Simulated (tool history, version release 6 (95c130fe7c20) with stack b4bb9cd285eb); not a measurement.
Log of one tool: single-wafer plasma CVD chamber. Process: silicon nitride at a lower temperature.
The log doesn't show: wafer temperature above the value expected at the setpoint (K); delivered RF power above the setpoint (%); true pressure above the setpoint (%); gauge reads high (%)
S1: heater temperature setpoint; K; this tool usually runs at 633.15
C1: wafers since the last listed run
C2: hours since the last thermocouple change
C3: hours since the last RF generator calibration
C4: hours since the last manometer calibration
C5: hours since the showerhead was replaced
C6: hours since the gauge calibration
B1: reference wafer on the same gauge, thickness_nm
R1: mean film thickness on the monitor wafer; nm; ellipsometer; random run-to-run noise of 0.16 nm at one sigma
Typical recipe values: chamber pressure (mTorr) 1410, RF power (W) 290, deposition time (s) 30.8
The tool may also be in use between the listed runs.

{"run": 1, "hour": 0.0, "S1": 633.15, "chamber pressure (mTorr)": 1410, "RF power (W)": 290, "deposition time (s)": 30.8, "C1": 0, "C2": 1175.6, "C3": 2198.3, "C4": 71.3, "C5": 6805.6, "C6": 1183.8, "B1": 25.895, "R1": 28.403}
{"run": 2, "hour": 33.6, "S1": 633.15, "chamber pressure (mTorr)": 1410, "RF power (W)": 290, "deposition time (s)": 30.8, "C1": 464, "C2": 1209.2, "C3": 2231.9, "C4": 104.9, "C5": 6839.2, "C6": 1217.4, "B1": 25.908, "R1": 28.171}
{"run": 3, "hour": 57.5, "S1": 633.15, "chamber pressure (mTorr)": 1410, "RF power (W)": 290, "deposition time (s)": 30.8, "C1": 330, "C2": 1233.1, "C3": 2255.8, "C4": 128.8, "C5": 6863.1, "C6": 1241.3, "B1": 25.881, "R1": 28.322}
{"hour": 59.4, "done": "gauge calibrated"}
{"run": 4, "hour": 84.8, "S1": 633.15, "chamber pressure (mTorr)": 1410, "RF power (W)": 290, "deposition time (s)": 30.8, "C1": 377, "C2": 1260.4, "C3": 2283.1, "C4": 156.1, "C5": 6890.4, "C6": 25.4, "B1": 25.883, "R1": 27.905}
{"run": 5, "hour": 102.3, "S1": 627.15, "chamber pressure (mTorr)": 1410, "RF power (W)": 275, "deposition time (s)": 30.8, "C1": 242, "C2": 1277.9, "C3": 2300.6, "C4": 173.6, "C5": 6907.9, "C6": 42.9, "B1": 25.915, "R1": 26.854}
{"run": 6, "hour": 115.8, "S1": 627.15, "chamber pressure (mTorr)": 1410, "RF power (W)": 275, "deposition time (s)": 30.8, "C1": 186, "C2": 1291.4, "C3": 2314.1, "C4": 187.1, "C5": 6921.4, "C6": 56.4, "B1": 25.902, "R1": 27.27}
{"run": 7, "hour": 142.6, "S1": 627.15, "chamber pressure (mTorr)": 1410, "RF power (W)": 275, "deposition time (s)": 30.8, "C1": 370, "C2": 1318.2, "C3": 2340.9, "C4": 213.9, "C5": 6948.2, "C6": 83.2, "B1": 25.905, "R1": 26.985}
{"run": 8, "hour": 171.1, "S1": 640.15, "chamber pressure (mTorr)": 1410, "RF power (W)": 290, "deposition time (s)": 30.8, "C1": 394, "C2": 1346.7, "C3": 2369.4, "C4": 242.4, "C5": 6976.7, "C6": 111.7, "B1": 25.898, "R1": 27.875}
{"run": 9, "hour": 198.7, "S1": 633.15, "chamber pressure (mTorr)": 1410, "RF power (W)": 260, "deposition time (s)": 30.8, "C1": 381, "C2": 1374.3, "C3": 2397.0, "C4": 270.0, "C5": 7004.3, "C6": 139.3, "B1": 25.894, "R1": 25.777}
{"hour": 248.2, "done": "thermocouple changed; heater temperature recalibrated"}
{"run": 10, "hour": 285.2, "S1": 619.15, "chamber pressure (mTorr)": 1410, "RF power (W)": 290, "deposition time (s)": 30.8, "C1": 1085, "C2": 37.0, "C3": 2483.5, "C4": 356.5, "C5": 7090.8, "C6": 225.8, "B1": 25.905, "R1": 28.48}
{"run": 11, "hour": 309.7, "S1": 633.15, "chamber pressure (mTorr)": 1640, "RF power (W)": 290, "deposition time (s)": 30.8, "C1": 338, "C2": 61.5, "C3": 2508.0, "C4": 381.0, "C5": 7115.3, "C6": 250.3, "B1": 25.915, "R1": 29.585}
{"run": 12, "hour": 336.0, "S1": 633.15, "chamber pressure (mTorr)": 1410, "RF power (W)": 290, "deposition time (s)": 30.8, "C1": 363, "C2": 87.8, "C3": 2534.3, "C4": 407.3, "C5": 7141.6, "C6": 276.6, "B1": 25.899, "R1": 28.317}
{"run": 13, "hour": 364.0, "S1": 633.15, "chamber pressure (mTorr)": 1410, "RF power (W)": 290, "deposition time (s)": 30.8, "C1": 387, "C2": 115.8, "C3": 2562.3, "C4": 435.3, "C5": 7169.6, "C6": 304.6, "B1": 25.917, "R1": 28.222}
{"run": 14, "hour": 389.2, "S1": 626.15, "chamber pressure (mTorr)": 1410, "RF power (W)": 290, "deposition time (s)": 30.8, "C1": 348, "C2": 141.0, "C3": 2587.5, "C4": 460.5, "C5": 7194.8, "C6": 329.8, "B1": 25.906, "R1": 28.463}
{"run": 15, "hour": 418.7, "S1": 633.15, "chamber pressure (mTorr)": 1410, "RF power (W)": 345, "deposition time (s)": 30.8, "C1": 407, "C2": 170.5, "C3": 2617.0, "C4": 490.0, "C5": 7224.3, "C6": 359.3, "B1": 25.886, "R1": 32.078}
{"hour": 451.5, "done": "RF generator calibrated"}
{"run": 16, "hour": 452.0, "S1": 638.15, "chamber pressure (mTorr)": 1680, "RF power (W)": 290, "deposition time (s)": 36.5, "C1": 349, "C2": 203.8, "C3": 0.5, "C4": 523.3, "C5": 7257.6, "C6": 392.6, "B1": 25.896, "R1": 37.648}
{"run": 17, "hour": 461.0, "S1": 633.15, "chamber pressure (mTorr)": 1410, "RF power (W)": 290, "deposition time (s)": 30.8, "C1": 124, "C2": 212.8, "C3": 9.5, "C4": 532.3, "C5": 7266.6, "C6": 401.6, "B1": 25.887, "R1": 29.425}
{"run": 18, "hour": 492.8, "S1": 633.15, "chamber pressure (mTorr)": 1410, "RF power (W)": 290, "deposition time (s)": 30.8, "C1": 439, "C2": 244.6, "C3": 41.3, "C4": 564.1, "C5": 7298.4, "C6": 433.4, "B1": 25.887, "R1": 30.078}
{"hour": 507.4, "done": "showerhead replaced"}
{"run": 19, "hour": 513.2, "S1": 624.15, "chamber pressure (mTorr)": 1290, "RF power (W)": 290, "deposition time (s)": 26.0, "C1": 171, "C2": 265.0, "C3": 61.7, "C4": 584.5, "C5": 5.8, "C6": 453.8, "B1": 25.89, "R1": 24.039}
{"run": 20, "hour": 533.1, "S1": 633.15, "chamber pressure (mTorr)": 1410, "RF power (W)": 290, "deposition time (s)": 30.8, "C1": 275, "C2": 284.9, "C3": 81.6, "C4": 604.4, "C5": 25.7, "C6": 473.7, "B1": 25.885, "R1": 29.823}
{"run": 21, "hour": 558.5, "S1": 645.15, "chamber pressure (mTorr)": 1740, "RF power (W)": 260, "deposition time (s)": 26.1, "C1": 351, "C2": 310.3, "C3": 107.0, "C4": 629.8, "C5": 51.1, "C6": 499.1, "B1": 25.867, "R1": 24.656}
{"run": 22, "hour": 575.1, "S1": 622.15, "chamber pressure (mTorr)": 1410, "RF power (W)": 290, "deposition time (s)": 30.8, "C1": 229, "C2": 326.9, "C3": 123.6, "C4": 646.4, "C5": 67.7, "C6": 515.7, "B1": 25.889, "R1": 29.609}
{"run": 23, "hour": 591.6, "S1": 633.15, "chamber pressure (mTorr)": 1170, "RF power (W)": 290, "deposition time (s)": 29.2, "C1": 228, "C2": 343.4, "C3": 140.1, "C4": 662.9, "C5": 84.2, "C6": 532.2, "B1": 25.897, "R1": 26.059}
{"run": 24, "hour": 621.6, "S1": 633.15, "chamber pressure (mTorr)": 1410, "RF power (W)": 290, "deposition time (s)": 30.8, "C1": 414, "C2": 373.4, "C3": 170.1, "C4": 692.9, "C5": 114.2, "C6": 562.2, "B1": 25.897, "R1": 29.452}
{"run": 25, "hour": 635.6, "S1": 639.15, "chamber pressure (mTorr)": 1080, "RF power (W)": 290, "deposition time (s)": 30.8, "C1": 193, "C2": 387.4, "C3": 184.1, "C4": 706.9, "C5": 128.2, "C6": 576.2, "B1": 25.872, "R1": 26.337}
{"run": 26, "hour": 667.6, "S1": 633.15, "chamber pressure (mTorr)": 1410, "RF power (W)": 290, "deposition time (s)": 35.7, "C1": 442, "C2": 419.4, "C3": 216.1, "C4": 738.9, "C5": 160.2, "C6": 608.2, "B1": 25.902, "R1": 34.374}
{"run": 27, "hour": 691.0, "S1": 633.15, "chamber pressure (mTorr)": 1410, "RF power (W)": 250, "deposition time (s)": 28.3, "C1": 323, "C2": 442.8, "C3": 239.5, "C4": 762.3, "C5": 183.6, "C6": 631.6, "B1": 25.908, "R1": 24.007}
{"run": 28, "hour": 715.7, "S1": 633.15, "chamber pressure (mTorr)": 1410, "RF power (W)": 290, "deposition time (s)": 30.8, "C1": 341, "C2": 467.5, "C3": 264.2, "C4": 787.0, "C5": 208.3, "C6": 656.3, "B1": 25.884, "R1": 29.124}
{"run": 29, "hour": 736.6, "S1": 633.15, "chamber pressure (mTorr)": 1410, "RF power (W)": 290, "deposition time (s)": 25.1, "C1": 289, "C2": 488.4, "C3": 285.1, "C4": 807.9, "C5": 229.2, "C6": 677.2, "B1": 25.909, "R1": 23.705}
{"run": 30, "hour": 750.1, "S1": 643.15, "chamber pressure (mTorr)": 1410, "RF power (W)": 265, "deposition time (s)": 30.8, "C1": 186, "C2": 501.9, "C3": 298.6, "C4": 821.4, "C5": 242.7, "C6": 690.7, "B1": 25.879, "R1": 27.23}

Here are 3 independent what-if runs from the current tool condition. What would each one return?
{"run": "A", "hour": 750.5, "S1": 633.15, "chamber pressure (mTorr)": 1410, "RF power (W)": 290, "deposition time (s)": 30.8, "C1": 5, "C2": 502.3, "C3": 299.0, "C4": 821.8, "C5": 243.1, "C6": 691.1, "B1": "?", "R1": "?"}
{"run": "B", "hour": 750.5, "S1": 618.15, "chamber pressure (mTorr)": 1540, "RF power (W)": 350, "deposition time (s)": 28.0, "C1": 5, "C2": 502.3, "C3": 299.0, "C4": 821.8, "C5": 243.1, "C6": 691.1, "B1": "?", "R1": "?"}
{"run": "C", "hour": 750.5, "S1": 648.15, "chamber pressure (mTorr)": 1410, "RF power (W)": 290, "deposition time (s)": 30.8, "C1": 5, "C2": 502.3, "C3": 299.0, "C4": 821.8, "C5": 243.1, "C6": 691.1, "B1": "?", "R1": "?"}

run=A B1=25.880 R1=29.521
run=B B1=25.880 R1=31.973
run=C B1=25.880 R1=29.325
Without the tool's hidden state the same runs would have given:
run=A R1=30.458
run=B R1=32.921
run=C R1=30.256

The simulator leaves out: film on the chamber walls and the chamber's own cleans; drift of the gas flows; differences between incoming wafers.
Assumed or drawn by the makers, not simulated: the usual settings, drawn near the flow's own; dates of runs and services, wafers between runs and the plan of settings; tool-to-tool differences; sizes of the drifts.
